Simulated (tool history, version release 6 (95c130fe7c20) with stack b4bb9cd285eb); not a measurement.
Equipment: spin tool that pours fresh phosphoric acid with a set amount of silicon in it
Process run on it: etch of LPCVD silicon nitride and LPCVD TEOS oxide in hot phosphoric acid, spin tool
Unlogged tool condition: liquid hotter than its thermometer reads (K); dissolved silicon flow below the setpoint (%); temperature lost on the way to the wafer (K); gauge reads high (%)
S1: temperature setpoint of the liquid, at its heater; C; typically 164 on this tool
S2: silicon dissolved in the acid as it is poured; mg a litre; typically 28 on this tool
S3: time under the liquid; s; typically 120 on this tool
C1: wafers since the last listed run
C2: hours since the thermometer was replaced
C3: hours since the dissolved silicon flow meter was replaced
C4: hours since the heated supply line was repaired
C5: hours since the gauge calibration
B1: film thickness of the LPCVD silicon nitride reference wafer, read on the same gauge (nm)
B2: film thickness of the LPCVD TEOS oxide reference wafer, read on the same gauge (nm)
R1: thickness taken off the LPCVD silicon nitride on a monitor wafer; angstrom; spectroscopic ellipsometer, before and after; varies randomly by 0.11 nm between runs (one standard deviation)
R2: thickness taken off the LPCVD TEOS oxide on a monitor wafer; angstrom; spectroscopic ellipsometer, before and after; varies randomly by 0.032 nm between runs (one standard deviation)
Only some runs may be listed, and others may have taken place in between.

{"run": 1, "hour": 0.0, "S1": 165.5, "S2": 35.5, "S3": 120, "C1": 0, "C2": 278.1, "C3": 1978.4, "C4": 1305.4, "C5": 1504.8, "B1": 40, "B2": 40.002, "R1": 119.3, "R2": 1.06}
{"hour": 53.4, "done": "gauge calibrated"}
{"run": 2, "hour": 61.2, "S1": 165.5, "S2": 35.5, "S3": 120, "C1": 599, "C2": 339.3, "C3": 2039.6, "C4": 1366.6, "C5": 7.8, "B1": 40, "B2": 40.028, "R1": 122, "R2": 1.81}
{"run": 3, "hour": 120.4, "S1": 165.5, "S2": 35.5, "S3": 120, "C1": 580, "C2": 398.5, "C3": 2098.8, "C4": 1425.8, "C5": 67, "B1": 40, "B2": 40.029, "R1": 121.4, "R2": 1.1}
{"run": 4, "hour": 158.9, "S1": 164, "S2": 28, "S3": 120, "C1": 377, "C2": 437, "C3": 2137.3, "C4": 1464.3, "C5": 105.5, "B1": 40, "B2": 39.976, "R1": 115.7, "R2": 2.19}
{"run": 5, "hour": 228.7, "S1": 164, "S2": 28, "S3": 120, "C1": 683, "C2": 506.8, "C3": 2207.1, "C4": 1534.1, "C5": 175.3, "B1": 40, "B2": 39.971, "R1": 115, "R2": 1.74}
{"hour": 240.0, "done": "thermometer replaced"}
{"run": 6, "hour": 271.7, "S1": 164, "S2": 28, "S3": 120, "C1": 411, "C2": 31.7, "C3": 2250.1, "C4": 1577.1, "C5": 218.3, "B1": 40, "B2": 39.991, "R1": 108.2, "R2": 1.38}
{"run": 7, "hour": 320.8, "S1": 164, "S2": 28, "S3": 120, "C1": 481, "C2": 80.8, "C3": 2299.2, "C4": 1626.2, "C5": 267.4, "B1": 39.98, "B2": 40.034, "R1": 110.4, "R2": 1.41}
{"hour": 332.3, "done": "heated supply line repaired"}
{"run": 8, "hour": 374.6, "S1": 162.5, "S2": 42, "S3": 65, "C1": 517, "C2": 134.6, "C3": 2353, "C4": 42.3, "C5": 321.2, "B1": 40, "B2": 39.992, "R1": 64.4, "R2": 0.5}
{"hour": 408.8, "done": "dissolved silicon flow meter replaced"}
{"run": 9, "hour": 442.2, "S1": 163, "S2": 18.5, "S3": 155, "C1": 652, "C2": 202.2, "C3": 33.4, "C4": 109.9, "C5": 388.8, "B1": 40, "B2": 40.061, "R1": 152.7, "R2": 3.76}
{"run": 10, "hour": 507.8, "S1": 166.5, "S2": 37.5, "S3": 190, "C1": 642, "C2": 267.8, "C3": 99, "C4": 175.5, "C5": 454.4, "B1": 40.01, "B2": 39.988, "R1": 214.8, "R2": 2.84}
{"run": 11, "hour": 571.7, "S1": 165, "S2": 34.5, "S3": 145, "C1": 626, "C2": 331.7, "C3": 162.9, "C4": 239.4, "C5": 518.3, "B1": 39.99, "B2": 40.012, "R1": 155.8, "R2": 1.57}
{"run": 12, "hour": 611.6, "S1": 164, "S2": 42, "S3": 85, "C1": 390, "C2": 371.6, "C3": 202.8, "C4": 279.3, "C5": 558.2, "B1": 40.01, "B2": 40.008, "R1": 89.4, "R2": 0.45}
{"run": 13, "hour": 650.1, "S1": 163, "S2": 37, "S3": 165, "C1": 377, "C2": 410.1, "C3": 241.3, "C4": 317.8, "C5": 596.7, "B1": 40.01, "B2": 40.007, "R1": 167.6, "R2": 1.71}

Estimate the outcome of run 14 from the log above:
{"run": 14, "hour": 689.3, "S1": 163, "S2": 28, "S3": 120, "C1": 384, "C2": 449.3, "C3": 280.5, "C4": 357, "C5": 635.9, "B1": "?", "B2": "?", "R1": "?", "R2": "?"}

Run 14 gave B1 40.02, B2 40.02, R1 123.5 angstrom, R2 1.95 angstrom.
On a tool with no hidden condition, and with the same random variation, this run would have come out at R1 118.4 angstrom, R2 1.77 angstrom.

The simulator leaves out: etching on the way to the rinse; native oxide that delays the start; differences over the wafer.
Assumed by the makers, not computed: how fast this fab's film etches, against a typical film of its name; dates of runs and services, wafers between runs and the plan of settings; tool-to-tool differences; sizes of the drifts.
